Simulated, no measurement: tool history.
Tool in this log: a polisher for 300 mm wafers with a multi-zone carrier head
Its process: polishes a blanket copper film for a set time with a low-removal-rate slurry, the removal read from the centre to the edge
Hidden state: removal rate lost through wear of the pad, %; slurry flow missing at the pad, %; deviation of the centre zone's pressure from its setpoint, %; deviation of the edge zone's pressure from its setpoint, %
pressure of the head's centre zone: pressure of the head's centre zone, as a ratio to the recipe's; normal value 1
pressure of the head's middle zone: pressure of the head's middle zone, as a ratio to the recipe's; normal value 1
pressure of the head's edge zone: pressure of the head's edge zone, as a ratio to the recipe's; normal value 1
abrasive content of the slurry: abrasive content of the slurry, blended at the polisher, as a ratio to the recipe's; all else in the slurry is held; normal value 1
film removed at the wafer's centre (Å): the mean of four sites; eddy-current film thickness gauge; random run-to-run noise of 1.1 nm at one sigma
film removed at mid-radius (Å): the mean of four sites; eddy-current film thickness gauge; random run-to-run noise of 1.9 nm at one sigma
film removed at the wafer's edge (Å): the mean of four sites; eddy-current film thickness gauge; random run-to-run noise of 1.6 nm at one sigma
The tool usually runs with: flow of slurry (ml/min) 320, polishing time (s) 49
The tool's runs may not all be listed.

run	hour	flow of slurry (ml/min)	pressure of the head's centre zone	pressure of the head's middle zone	pressure of the head's edge zone	abrasive content of the slurry	polishing time (s)	wafers since the last listed run	wafers polished on this pad	hours since the slurry nozzle was cleaned	hours since the centre zone pressure was calibrated	hours since the edge zone pressure was calibrated	hours since the carrier head's membrane was replaced	incoming thickness of the incoming film, nm	film removed at the wafer's centre (Å)	film removed at mid-radius (Å)	film removed at the wafer's edge (Å)
1	0	320	1	1	1	1	49	0	541	209.4	803.4	354	48.6	752.7	1580	1588	1559
2	40.3	400	1	0.92	1	0.75	57	396	937	249.7	843.7	394.3	88.9	752.8	1746	1627	1744
3	72.2	320	1	1	1	1	64	313	1251	281.6	875.6	426.2	120.8	753.2	2044	1992	2022
4	111	320	0.92	1.03	1.12	0.9	49	381	1632	320.4	914.4	465	159.6	767	1402	1521	1592
5	167.7	395	1.12	1	0.93	1.15	49	557	2190	377.1	971.1	521.7	216.3	771.6	1861	1635	1536
6	234	320	1.05	1	1	1	39	651	2842	443.4	1037.4	588	282.6	770.9	1303	1203	1208
7	269.6	320	1	1	1	1	49	350	3192	479	1073	623.6	318.2	769.9	1554	1523	1529
8	320.4	385	1	1	0.9	1	62	499	3691	529.8	1123.8	674.4	369	765.6	1998	1961	1858
# hour 321.8: slurry nozzle cleaned
# hour 348.5: centre zone pressure recalibrated
9	362.4	320	1.07	1.04	1	1	40	383	4075	40.6	13.9	716.4	411	767	1378	1292	1239
# hour 383.2: worn pad replaced by a new one
10	407.4	320	1.04	0.9	1	1	49	403	237	85.6	58.9	761.4	456	754.8	1673	1421	1576
11	458.7	235	1	1	1	1	49	504	742	136.9	110.2	812.7	507.3	755.3	1536	1486	1493
# hour 524.5: edge zone pressure recalibrated
12	528.1	320	0.91	1	1.05	0.9	34	662	1405	206.3	179.6	3.6	576.7	752.3	969	1027	1053
13	574.1	360	0.94	1	0.97	1	32	452	1857	252.3	225.6	49.6	622.7	763.9	982	1013	1007
14	613.2	425	1.11	1	1	1	40	384	2241	291.4	264.7	88.7	661.8	757.4	1466	1256	1293
15	661.8	320	1	1.09	1	1	58	477	2719	340	313.3	137.3	710.4	759.2	1863	1958	1825
16	725.1	230	1	1	1	0.9	49	622	3342	403.3	376.6	200.6	773.7	763.4	1465	1414	1417
17	789.7	320	1	1	1	1.15	49	635	3977	467.9	441.2	265.2	838.3	769	1605	1564	1606
# hour 806.6: worn pad replaced by a new one
18	824.6	320	1	1	1	1	49	303	177	502.8	476.1	300.1	873.2	766.1	1612	1567	1545
19	891.7	320	1.07	1.12	0.88	0.8	49	659	837	569.9	543.2	367.2	940.3	751.4	1608	1578	1373
20	945.2	320	1.04	0.9	1	1	49	526	1363	623.4	596.7	420.7	993.8	764.8	1632	1401	1547
# hour 955.6: slurry nozzle cleaned
21	992.2	320	1	0.94	1.05	1	49	452	1815	36.6	643.7	467.7	1040.8	750.2	1578	1458	1579

4 options for the next run, each taken on its own from the tool as it stands now. Forecast them:
A	992.6	320	1	1	1	1	36	3	1819	37	644.1	468.1	1041.2	761	?	?	?
B	992.6	430	1	1.08	1	1	49	3	1819	37	644.1	468.1	1041.2	761	?	?	?
C	992.6	355	1.1	1	1	1	33	3	1819	37	644.1	468.1	1041.2	761	?	?	?
D	992.6	320	1	1.11	1	1	62	3	1819	37	644.1	468.1	1041.2	761	?	?	?

run	film removed at the wafer's centre (Å)	film removed at mid-radius (Å)	film removed at the wafer's edge (Å)
A	1157	1108	1111
B	1620	1651	1541
C	1180	1025	1026
D	1994	2085	1911
Without the tool's hidden state the same runs would have given:
run	film removed at the wafer's centre (Å)	film removed at mid-radius (Å)	film removed at the wafer's edge (Å)
A	1196	1145	1149
B	1675	1707	1593
C	1220	1060	1061
D	2061	2156	1976

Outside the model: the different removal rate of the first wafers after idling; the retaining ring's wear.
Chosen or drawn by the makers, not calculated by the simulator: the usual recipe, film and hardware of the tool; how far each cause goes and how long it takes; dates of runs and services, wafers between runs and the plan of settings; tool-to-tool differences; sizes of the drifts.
